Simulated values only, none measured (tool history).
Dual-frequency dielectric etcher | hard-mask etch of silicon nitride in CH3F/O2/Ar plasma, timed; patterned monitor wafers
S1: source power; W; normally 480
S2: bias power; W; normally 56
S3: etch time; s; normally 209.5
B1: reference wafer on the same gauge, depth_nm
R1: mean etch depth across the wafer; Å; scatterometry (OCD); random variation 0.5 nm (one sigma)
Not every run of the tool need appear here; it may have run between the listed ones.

{"run": 1, "hour": 0.0, "S1": 540, "S2": 56, "S3": 209.5, "B1": 150.9, "R1": 1563}
{"run": 2, "hour": 26.3, "S1": 480, "S2": 56, "S3": 209.5, "B1": 151.2, "R1": 1466}
{"run": 3, "hour": 84.1, "S1": 480, "S2": 56, "S3": 209.5, "B1": 151, "R1": 1467}
{"run": 4, "hour": 139.2, "S1": 480, "S2": 56, "S3": 209.5, "B1": 150.9, "R1": 1462}
{"run": 5, "hour": 176.8, "S1": 480, "S2": 56, "S3": 209.5, "B1": 150.9, "R1": 1461}
{"run": 6, "hour": 203.2, "S1": 480, "S2": 56, "S3": 209.5, "B1": 151, "R1": 1469}
{"run": 7, "hour": 260.0, "S1": 480, "S2": 56, "S3": 209.5, "B1": 150.9, "R1": 1473}
{"run": 8, "hour": 299.3, "S1": 480, "S2": 56, "S3": 209.5, "B1": 150.9, "R1": 1473}
{"run": 9, "hour": 340.1, "S1": 480, "S2": 56, "S3": 209.5, "B1": 150.9, "R1": 1480}
{"run": 10, "hour": 382.9, "S1": 480, "S2": 56, "S3": 209.5, "B1": 151.1, "R1": 1479}
{"hour": 420.7, "done": "wet clean of the chamber"}
{"run": 11, "hour": 449.6, "S1": 480, "S2": 56, "S3": 209.5, "B1": 151, "R1": 1455}
{"hour": 450.1, "done": "gauge calibrated"}
{"run": 12, "hour": 478.9, "S1": 480, "S2": 56, "S3": 209.5, "B1": 150.9, "R1": 1466}
{"run": 13, "hour": 531.1, "S1": 480, "S2": 56, "S3": 209.5, "B1": 151, "R1": 1459}
{"run": 14, "hour": 573.3, "S1": 480, "S2": 56, "S3": 209.5, "B1": 150.9, "R1": 1463}
{"hour": 602.6, "done": "bias power generator calibrated"}
{"run": 15, "hour": 603.1, "S1": 540, "S2": 56, "S3": 209.5, "B1": 151, "R1": 1566}
{"run": 16, "hour": 652.6, "S1": 600, "S2": 65, "S3": 251.5, "B1": 150.9, "R1": 2043}
{"run": 17, "hour": 699.0, "S1": 590, "S2": 60, "S3": 209.5, "B1": 151, "R1": 1660}
{"hour": 798.6, "done": "upper electrode replaced"}
{"run": 18, "hour": 860.4, "S1": 550, "S2": 51, "S3": 245, "B1": 151, "R1": 1826}
{"run": 19, "hour": 898.9, "S1": 550, "S2": 51, "S3": 252, "B1": 151.1, "R1": 1884}
{"hour": 925.7, "done": "wet clean of the chamber"}
{"run": 20, "hour": 937.7, "S1": 430, "S2": 56, "S3": 161.5, "B1": 151.1, "R1": 1048}
{"run": 21, "hour": 966.7, "S1": 480, "S2": 67, "S3": 209.5, "B1": 151, "R1": 1504}
{"hour": 985.8, "done": "source power generator calibrated"}
{"run": 22, "hour": 1016.3, "S1": 390, "S2": 50, "S3": 187.5, "B1": 151, "R1": 1126}
{"run": 23, "hour": 1073.8, "S1": 450, "S2": 50, "S3": 258, "B1": 150.9, "R1": 1703}
{"run": 24, "hour": 1221.4, "S1": 580, "S2": 47, "S3": 187, "B1": 151, "R1": 1408}
{"hour": 1243.4, "done": "gauge calibrated"}
{"run": 25, "hour": 1257.3, "S1": 540, "S2": 60, "S3": 151.5, "B1": 151, "R1": 1142}
{"run": 26, "hour": 1285.3, "S1": 480, "S2": 60, "S3": 177.5, "B1": 151.1, "R1": 1265}

Branching from run 26: 4 alternative next runs. What would each branch give?
{"run": "A", "hour": 1285.8, "S1": 480, "S2": 65, "S3": 209.5, "B1": "?", "R1": "?"}
{"run": "B", "hour": 1285.8, "S1": 370, "S2": 56, "S3": 243, "B1": "?", "R1": "?"}
{"run": "C", "hour": 1285.8, "S1": 480, "S2": 60, "S3": 269.5, "B1": "?", "R1": "?"}
{"run": "D", "hour": 1285.8, "S1": 370, "S2": 56, "S3": 209.5, "B1": "?", "R1": "?"}

run=A B1=151 R1=1516
run=B B1=151 R1=1455
run=C B1=151 R1=1918
run=D B1=151 R1=1254
Stripped of hidden state, with their random variation kept, the same runs would have yielded:
run=A R1=1497
run=B R1=1436
run=C R1=1893
run=D R1=1238
